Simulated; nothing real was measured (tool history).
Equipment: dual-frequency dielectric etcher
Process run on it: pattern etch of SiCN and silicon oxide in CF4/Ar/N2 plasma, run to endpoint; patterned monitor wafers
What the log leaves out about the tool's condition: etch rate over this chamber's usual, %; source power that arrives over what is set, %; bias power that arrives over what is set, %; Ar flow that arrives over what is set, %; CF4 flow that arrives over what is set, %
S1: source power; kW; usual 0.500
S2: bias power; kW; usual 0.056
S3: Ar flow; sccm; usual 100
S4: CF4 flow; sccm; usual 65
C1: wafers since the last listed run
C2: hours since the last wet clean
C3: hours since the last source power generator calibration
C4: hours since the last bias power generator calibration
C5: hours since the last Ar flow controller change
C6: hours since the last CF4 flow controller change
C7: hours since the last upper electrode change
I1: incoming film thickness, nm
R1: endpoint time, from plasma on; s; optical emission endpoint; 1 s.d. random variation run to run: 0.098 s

{"run": 1, "hour": 0.0, "S1": 0.5, "S2": 0.056, "S3": 117, "S4": 65, "C1": 0, "C2": 14.4, "C3": 2964.5, "C4": 3314.1, "C5": 1478.1, "C6": 4240.7, "C7": 1819.4, "I1": 16.11, "R1": 18.9}
{"run": 2, "hour": 73.4, "S1": 0.5, "S2": 0.056, "S3": 100, "S4": 65, "C1": 1034, "C2": 87.8, "C3": 3037.9, "C4": 3387.5, "C5": 1551.5, "C6": 4314.1, "C7": 1892.8, "I1": 16.24, "R1": 18.7}
{"run": 3, "hour": 125.2, "S1": 0.5, "S2": 0.056, "S3": 100, "S4": 65, "C1": 730, "C2": 139.6, "C3": 3089.7, "C4": 3439.3, "C5": 1603.3, "C6": 4365.9, "C7": 1944.6, "I1": 16.24, "R1": 18.7}
{"run": 4, "hour": 177.2, "S1": 0.5, "S2": 0.056, "S3": 100, "S4": 65, "C1": 733, "C2": 191.6, "C3": 3141.7, "C4": 3491.3, "C5": 1655.3, "C6": 4417.9, "C7": 1996.6, "I1": 16.15, "R1": 18.5}
{"run": 5, "hour": 281.5, "S1": 0.5, "S2": 0.056, "S3": 100, "S4": 72, "C1": 1470, "C2": 295.9, "C3": 3246.0, "C4": 3595.6, "C5": 1759.6, "C6": 4522.2, "C7": 2100.9, "I1": 16.03, "R1": 18.0}
{"hour": 343.7, "done": "wet clean of the chamber"}
{"run": 6, "hour": 374.0, "S1": 0.5, "S2": 0.056, "S3": 100, "S4": 72, "C1": 965, "C2": 30.3, "C3": 3338.5, "C4": 3688.1, "C5": 1852.1, "C6": 4614.7, "C7": 2193.4, "I1": 16.05, "R1": 18.2}
{"run": 7, "hour": 431.1, "S1": 0.5, "S2": 0.056, "S3": 100, "S4": 72, "C1": 805, "C2": 87.4, "C3": 3395.6, "C4": 3745.2, "C5": 1909.2, "C6": 4671.8, "C7": 2250.5, "I1": 16.26, "R1": 18.5}
{"run": 8, "hour": 521.6, "S1": 0.5, "S2": 0.056, "S3": 114, "S4": 65, "C1": 1276, "C2": 177.9, "C3": 3486.1, "C4": 3835.7, "C5": 1999.7, "C6": 4762.3, "C7": 2341.0, "I1": 16.2, "R1": 18.7}
{"run": 9, "hour": 603.5, "S1": 0.47, "S2": 0.056, "S3": 100, "S4": 59, "C1": 1154, "C2": 259.8, "C3": 3568.0, "C4": 3917.6, "C5": 2081.6, "C6": 4844.2, "C7": 2422.9, "I1": 16.04, "R1": 19.7}
{"run": 10, "hour": 685.9, "S1": 0.47, "S2": 0.056, "S3": 100, "S4": 59, "C1": 1161, "C2": 342.2, "C3": 3650.4, "C4": 4000.0, "C5": 2164.0, "C6": 4926.6, "C7": 2505.3, "I1": 16.35, "R1": 20.1}
{"hour": 701.0, "done": "CF4 flow controller replaced"}
{"hour": 733.7, "done": "wet clean of the chamber"}
{"hour": 749.2, "done": "source power generator calibrated"}
{"run": 11, "hour": 781.4, "S1": 0.42, "S2": 0.061, "S3": 100, "S4": 58, "C1": 867, "C2": 47.7, "C3": 32.2, "C4": 4095.5, "C5": 2259.5, "C6": 80.4, "C7": 2600.8, "I1": 16.29, "R1": 20.0}
{"run": 12, "hour": 850.1, "S1": 0.5, "S2": 0.048, "S3": 100, "S4": 65, "C1": 968, "C2": 116.4, "C3": 100.9, "C4": 4164.2, "C5": 2328.2, "C6": 149.1, "C7": 2669.5, "I1": 16.2, "R1": 19.3}
{"hour": 924.9, "done": "upper electrode replaced"}
{"run": 13, "hour": 940.7, "S1": 0.5, "S2": 0.056, "S3": 100, "S4": 65, "C1": 939, "C2": 207.0, "C3": 191.5, "C4": 4254.8, "C5": 2418.8, "C6": 239.7, "C7": 15.8, "I1": 16.15, "R1": 17.9}
{"hour": 1018.0, "done": "bias power generator calibrated"}
{"run": 14, "hour": 1027.5, "S1": 0.42, "S2": 0.056, "S3": 79, "S4": 73, "C1": 1167, "C2": 293.8, "C3": 278.3, "C4": 9.5, "C5": 2505.6, "C6": 326.5, "C7": 102.6, "I1": 16.12, "R1": 19.7}
{"run": 15, "hour": 1071.2, "S1": 0.62, "S2": 0.056, "S3": 100, "S4": 65, "C1": 616, "C2": 337.5, "C3": 322.0, "C4": 53.2, "C5": 2549.3, "C6": 370.2, "C7": 146.3, "I1": 16.23, "R1": 15.1}
{"hour": 1102.7, "done": "Ar flow controller replaced"}
{"hour": 1120.2, "done": "wet clean of the chamber"}
{"run": 16, "hour": 1136.9, "S1": 0.62, "S2": 0.056, "S3": 79, "S4": 54, "C1": 594, "C2": 16.7, "C3": 387.7, "C4": 118.9, "C5": 34.2, "C6": 435.9, "C7": 212.0, "I1": 16.12, "R1": 14.9}
{"run": 17, "hour": 1196.8, "S1": 0.4, "S2": 0.056, "S3": 106, "S4": 75, "C1": 844, "C2": 76.6, "C3": 447.6, "C4": 178.8, "C5": 94.1, "C6": 495.8, "C7": 271.9, "I1": 16.28, "R1": 21.3}
{"run": 18, "hour": 1287.9, "S1": 0.45, "S2": 0.06, "S3": 81, "S4": 57, "C1": 1284, "C2": 167.7, "C3": 538.7, "C4": 269.9, "C5": 185.2, "C6": 586.9, "C7": 363.0, "I1": 16.2, "R1": 18.7}
{"run": 19, "hour": 1385.1, "S1": 0.41, "S2": 0.042, "S3": 100, "S4": 59, "C1": 1370, "C2": 264.9, "C3": 635.9, "C4": 367.1, "C5": 282.4, "C6": 684.1, "C7": 460.2, "I1": 16.11, "R1": 24.8}
{"run": 20, "hour": 1422.7, "S1": 0.41, "S2": 0.042, "S3": 100, "S4": 59, "C1": 530, "C2": 302.5, "C3": 673.5, "C4": 404.7, "C5": 320.0, "C6": 721.7, "C7": 497.8, "I1": 16.21, "R1": 25.2}
{"run": 21, "hour": 1491.5, "S1": 0.5, "S2": 0.056, "S3": 100, "S4": 65, "C1": 970, "C2": 371.3, "C3": 742.3, "C4": 473.5, "C5": 388.8, "C6": 790.5, "C7": 566.6, "I1": 16.21, "R1": 17.9}

Entry by entry between the runs, the difference in hidden state between the last listed run before and the first listed run after:
Runs 5 to 6: wet clean of the chamber (hour 343.7)
  source power that arrives over what is set, %: -4.84 -> -4.99
  measured minus no-state result, R1: +0.7 -> +0.7 s
Runs 10 to 11: CF4 flow controller replaced (hour 701.0); wet clean of the chamber (hour 733.7); source power generator calibrated (hour 749.2)
  source power that arrives over what is set, %: -5.47 -> 0.151
  measured minus no-state result, R1: +0.9 -> +0.0 s
Runs 12 to 13: upper electrode replaced (hour 924.9)
  source power that arrives over what is set, %: 0.0453 -> -0.0943
  measured minus no-state result, R1: +0.0 -> +0.0 s
Runs 13 to 14: bias power generator calibrated (hour 1018.0)
  source power that arrives over what is set, %: -0.0943 -> -0.228
  measured minus no-state result, R1: +0.0 -> +0.0 s
Runs 15 to 16: Ar flow controller replaced (hour 1102.7); wet clean of the chamber (hour 1120.2)
  source power that arrives over what is set, %: -0.295 -> -0.397
  measured minus no-state result, R1: +0.0 -> +0.1 s

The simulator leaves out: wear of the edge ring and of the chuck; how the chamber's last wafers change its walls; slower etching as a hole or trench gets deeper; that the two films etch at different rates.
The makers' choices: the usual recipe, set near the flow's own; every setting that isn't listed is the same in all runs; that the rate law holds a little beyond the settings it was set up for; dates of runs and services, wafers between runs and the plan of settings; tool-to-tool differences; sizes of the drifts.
